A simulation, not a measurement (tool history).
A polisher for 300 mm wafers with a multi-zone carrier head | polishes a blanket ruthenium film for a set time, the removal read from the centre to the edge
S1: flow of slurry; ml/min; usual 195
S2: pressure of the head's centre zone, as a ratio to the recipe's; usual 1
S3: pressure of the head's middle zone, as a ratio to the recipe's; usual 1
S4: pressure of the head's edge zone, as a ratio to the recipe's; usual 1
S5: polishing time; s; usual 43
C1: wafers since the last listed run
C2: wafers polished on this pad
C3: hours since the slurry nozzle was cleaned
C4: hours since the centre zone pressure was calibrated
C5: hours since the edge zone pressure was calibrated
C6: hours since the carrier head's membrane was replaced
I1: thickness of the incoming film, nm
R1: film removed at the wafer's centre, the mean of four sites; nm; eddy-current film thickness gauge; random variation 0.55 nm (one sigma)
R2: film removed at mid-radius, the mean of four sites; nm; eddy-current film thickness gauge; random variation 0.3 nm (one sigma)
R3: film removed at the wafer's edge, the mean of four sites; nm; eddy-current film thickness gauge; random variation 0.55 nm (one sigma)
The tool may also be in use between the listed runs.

run	day	S1	S2	S3	S4	S5	C1	C2	C3	C4	C5	C6	I1	R1	R2	R3
1	0	195	1	1	1	43	0	646	684.2	427.4	1012	366.9	592.6	40.3	43.8	41.9
# day 0.742: worn pad replaced by a new one
2	0.762	195	1	1	1	43	181	6	702.5	445.7	1030.3	385.2	588.2	44.4	48.4	47.1
3	1.196	195	1	1	0.91	43	132	138	712.9	456.1	1040.7	395.6	584.9	42.3	46.2	42.7
4	1.892	195	1	1	0.91	43	212	351	729.6	472.8	1057.4	412.3	597.9	40.6	44.6	40.8
5	2.158	240	1	1	1.07	43	81	432	736	479.2	1063.8	418.7	592.3	41.2	45.2	45.1
6	2.9	195	1	1	1	43	226	658	753.8	497	1081.6	436.5	598.4	39.8	43.2	41.8
# day 3.667: worn pad replaced by a new one
7	3.954	195	1	1	1	43	270	87	779.1	522.3	1106.9	461.8	598.2	42.6	46.5	46.7
# day 4.121: centre zone pressure recalibrated
8	4.567	195	1.07	1	1	43	161	249	793.8	10.7	1121.6	476.5	585.2	47.8	45.1	44.4
# day 4.842: carrier head's membrane replaced by a new one
9	4.862	195	1	1	1	43	26	276	800.9	17.8	1128.7	0.5	594.5	43.9	44.6	44
# day 5.012: edge zone pressure recalibrated
10	5.325	195	1	1	1	43	115	391	812	28.9	7.5	11.6	595.1	42.5	44.1	42.5
# day 5.629: slurry nozzle cleaned
11	5.942	195	0.95	1	1	54	175	567	7.5	43.7	22.3	26.4	597.8	50.5	54.7	52.5
# day 6.546: worn pad replaced by a new one
12	6.567	195	1.08	1	1.03	29	139	6	22.5	58.7	37.3	41.4	599.4	33.9	33	32.1
13	6.742	195	1	1	1	43	53	59	26.7	62.9	41.5	45.6	587.3	46.1	47.8	46.2
14	7.242	195	1.11	0.95	1	43	152	212	38.7	74.9	53.5	57.6	587	48.4	43.6	44.5
15	7.725	195	1	1	1	43	147	359	50.3	86.5	65.1	69.2	583.2	42.8	44.5	43.2
16	8.417	195	1	1.09	1	43	211	571	66.9	103.1	81.7	85.8	600.7	41.3	46.9	43.2
17	9.008	215	1.1	1	0.93	51	180	751	81.1	117.3	95.9	100	584.3	53.9	52.2	49.7
# day 9.471: worn pad replaced by a new one
18	9.667	130	1.08	1.1	1	32	150	60	96.9	133.1	111.7	115.8	590.8	34.6	36.8	33.6
19	10.238	195	1.1	0.93	1	43	174	234	110.6	146.8	125.4	129.5	594.1	47.4	42.9	44.3
20	10.646	195	1	1	1	51	124	359	120.4	156.6	135.2	139.3	593	50	53.3	51.5

Forecast each of these 5 alternatives for the next run:
A	10.662	265	1	1	1	43	5	364	120.8	157	135.6	139.7	599.2	?	?	?
B	10.662	195	0.9	1.11	1	55	5	364	120.8	157	135.6	139.7	599.2	?	?	?
C	10.662	195	1	1.04	1.09	43	5	364	120.8	157	135.6	139.7	599.2	?	?	?
D	10.662	125	0.89	1	1.07	43	5	364	120.8	157	135.6	139.7	599.2	?	?	?
E	10.662	195	1.1	1	1	48	5	364	120.8	157	135.6	139.7	599.2	?	?	?

run	R1	R2	R3
A	43.9	45.6	44
B	49	62.1	55.1
C	42.6	45.9	45
D	36.2	42.7	43.3
E	52.3	49.6	48.2
Without the tool's hidden state the same runs would have given:
run	R1	R2	R3
A	50.1	50.3	48.6
B	56.1	68.5	60.8
C	48.7	50.6	49.7
D	41.4	47.1	47.8
E	59.8	54.7	53.2

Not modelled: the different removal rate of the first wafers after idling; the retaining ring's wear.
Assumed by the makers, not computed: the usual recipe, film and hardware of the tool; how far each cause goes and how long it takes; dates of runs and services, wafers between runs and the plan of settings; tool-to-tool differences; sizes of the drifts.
